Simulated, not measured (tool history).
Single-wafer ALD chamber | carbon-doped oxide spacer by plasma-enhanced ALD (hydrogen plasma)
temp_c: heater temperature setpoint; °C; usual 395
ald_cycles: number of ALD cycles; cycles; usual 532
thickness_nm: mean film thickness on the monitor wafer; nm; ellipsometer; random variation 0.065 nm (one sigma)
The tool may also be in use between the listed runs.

| run | hour | temp_c | ald_cycles | read-back reference wafer on the same gauge, thickness_nm | thickness_nm |
|---|---|---|---|---|---|
| 1 | 0.0 | 403 | 532 | 23.778 | 25.668 |
| 2 | 35.0 | 395 | 532 | 23.756 | 25.771 |
| 3 | 65.0 | 395 | 532 | 23.726 | 25.749 |
| 4 | 79.9 | 395 | 532 | 23.719 | 25.833 |
| 5 | 102.7 | 395 | 532 | 23.685 | 25.678 |
| 6 | 186.7 | 395 | 532 | 23.634 | 25.817 |
| 7 | 210.2 | 395 | 532 | 23.633 | 25.669 |
| 8 | 243.8 | 395 | 532 | 23.590 | 25.628 |
| 9 | 261.7 | 395 | 532 | 23.587 | 25.483 |
| 10 | 295.4 | 395 | 532 | 23.554 | 25.550 |
| 11 | 319.8 | 395 | 532 | 23.528 | 25.436 |
| 12 | 333.5 | 395 | 532 | 23.508 | 25.586 |
| 13 | 382.1 | 395 | 532 | 23.482 | 25.482 |
| 14 | 403.6 | 395 | 532 | 23.453 | 25.374 |
| 15 | 437.2 | 410 | 568 | 23.416 | 26.546 |
|  | 455.1 | thermocouple changed; heater temperature recalibrated |
| 16 | 464.8 | 395 | 615 | 23.405 | 29.293 |
| 17 | 481.0 | 389 | 624 | 23.391 | 29.818 |
| 18 | 496.0 | 399 | 613 | 23.372 | 29.056 |
|  | 502.4 | gauge calibrated |
| 19 | 526.9 | 395 | 532 | 24.025 | 26.066 |
| 20 | 611.9 | 384 | 500 | 23.940 | 24.512 |
| 21 | 641.4 | 403 | 475 | 23.923 | 22.981 |
| 22 | 662.2 | 395 | 532 | 23.915 | 25.973 |
| 23 | 698.6 | 395 | 532 | 23.879 | 25.912 |
| 24 | 734.3 | 386 | 532 | 23.870 | 25.895 |
| 25 | 767.4 | 408 | 464 | 23.817 | 22.083 |
| 26 | 786.1 | 395 | 532 | 23.816 | 25.969 |
| 27 | 804.6 | 409 | 613 | 23.798 | 29.069 |
| 28 | 824.0 | 395 | 532 | 23.771 | 25.792 |

Measured less the same run without the tool's hidden state. The same run-to-run variation is in both; the gauge's scatter may not be:
The hidden state here: wafer temperature above the value expected at the setpoint (K); gauge reads high (%).
| run | thickness_nm |
|---|---|
| 1 | -0.332 |
| 2 | -0.366 |
| 3 | -0.394 |
| 4 | -0.409 |
| 5 | -0.427 |
| 6 | -0.509 |
| 7 | -0.528 |
| 8 | -0.558 |
| 9 | -0.572 |
| 10 | -0.605 |
| 11 | -0.625 |
| 12 | -0.641 |
| 13 | -0.684 |
| 14 | -0.702 |
| 15 | -0.767 |
| 16 | -0.876 |
| 17 | -0.910 |
| 18 | -0.903 |
| 19 | -0.079 |
| 20 | -0.147 |
| 21 | -0.163 |
| 22 | -0.203 |
| 23 | -0.236 |
| 24 | -0.269 |
| 25 | -0.255 |
| 26 | -0.317 |
| 27 | -0.375 |
| 28 | -0.351 |
